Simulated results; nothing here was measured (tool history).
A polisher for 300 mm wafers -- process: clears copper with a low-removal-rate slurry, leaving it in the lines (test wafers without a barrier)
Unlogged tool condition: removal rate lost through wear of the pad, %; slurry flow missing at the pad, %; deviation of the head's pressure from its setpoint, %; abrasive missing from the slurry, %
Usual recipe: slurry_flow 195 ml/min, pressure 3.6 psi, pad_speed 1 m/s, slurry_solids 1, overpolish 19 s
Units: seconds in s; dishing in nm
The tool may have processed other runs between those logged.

run,hour,slurry_flow,pressure,pad_speed,slurry_solids,overpolish,wafers since the last listed run,wafers polished on this pad,hours since the slurry nozzle was cleaned,hours since the head pressure was calibrated,hours since the slurry blender was calibrated,"incoming thickness of the incoming film, nm",seconds,dishing
1,0,195,3.6,1,1,19,0,354,265.7,109.1,415.5,373,91.1,56.9
# hour 1.2: slurry blender recalibrated
2,65.7,195,3.6,1,1,19,546,900,331.4,174.8,64.5,361.8,90.1,56.3
3,103.7,195,3.6,1,1,19,321,1222,369.4,212.8,102.5,366.6,96.2,56.6
# hour 140.8: worn pad replaced by a new one
4,157.9,195,3.6,1,1,19,425,144,423.6,267,156.7,375.9,95.2,55.6
5,199,195,3.6,1,1,19,348,493,464.7,308.1,197.8,368.8,93.8,56
6,269.3,195,3.6,1,0.9,19,595,1088,535,378.4,268.1,363.8,94.5,53.8
# hour 319.8: worn pad replaced by a new one
7,323.4,195,3.6,1,0.9,19,424,30,589.1,432.5,322.2,365,94.3,55.7
# hour 325.6: slurry blender recalibrated
8,388.1,195,3.6,1,0.9,23,531,561,653.8,497.2,62.5,366.5,92.6,63.8
# hour 447.3: head pressure recalibrated
# hour 447.5: slurry nozzle cleaned
9,456.9,195,3.6,1.18,1,19,564,1126,9.4,9.6,131.3,368.5,79.1,66
# hour 499.9: worn pad replaced by a new one
10,519.9,255,4.5,0.9,1,23,499,169,72.4,72.6,194.3,365.8,78.9,77.2
11,588,195,3.2,1,1,19,576,746,140.5,140.7,262.4,372.3,104.8,50.9
# hour 646.7: slurry blender recalibrated
# hour 674.7: worn pad replaced by a new one
12,700.2,155,3.6,1,1,19,899,216,252.7,252.9,53.5,371.2,99.2,55.6
13,748.7,195,4.5,0.68,1,12,410,627,301.2,301.4,102,369.7,107.4,32.5
14,818.4,140,4.2,1,1.15,9,590,1217,370.9,371.1,171.7,369.5,82.2,32.3
# hour 853.8: worn pad replaced by a new one
15,885.1,195,3.6,1,1,19,531,265,437.6,437.8,238.4,374.1,93.8,55.4
16,917.3,140,3.6,1,1,19,272,538,469.8,470,270.6,366.3,101.3,53
# hour 932: head pressure recalibrated
17,955.7,195,3.6,0.84,1.3,19,308,846,508.2,23.7,309,373.8,113.9,49.1

Predict each of these 4 candidate next runs independently; none follows another, all start after run 17:
A,956.2,195,2.8,1,1,19,4,850,508.7,24.2,309.5,364.3,?,?
B,956.2,195,3.6,1.12,1,19,4,850,508.7,24.2,309.5,364.3,?,?
C,956.2,195,3.6,1,1,14,4,850,508.7,24.2,309.5,364.3,?,?
D,956.2,195,3.6,1.3,1,19,4,850,508.7,24.2,309.5,364.3,?,?

run,seconds,dishing
A,120.9,43.5
B,83.9,60.4
C,94,42
D,72.3,68.3
The same runs, with their run-to-run variation unchanged, on a tool lacking any hidden condition would have given:
run,seconds,dishing
A,114.2,45.7
B,79.3,63.3
C,88.9,44.1
D,68.3,71.5
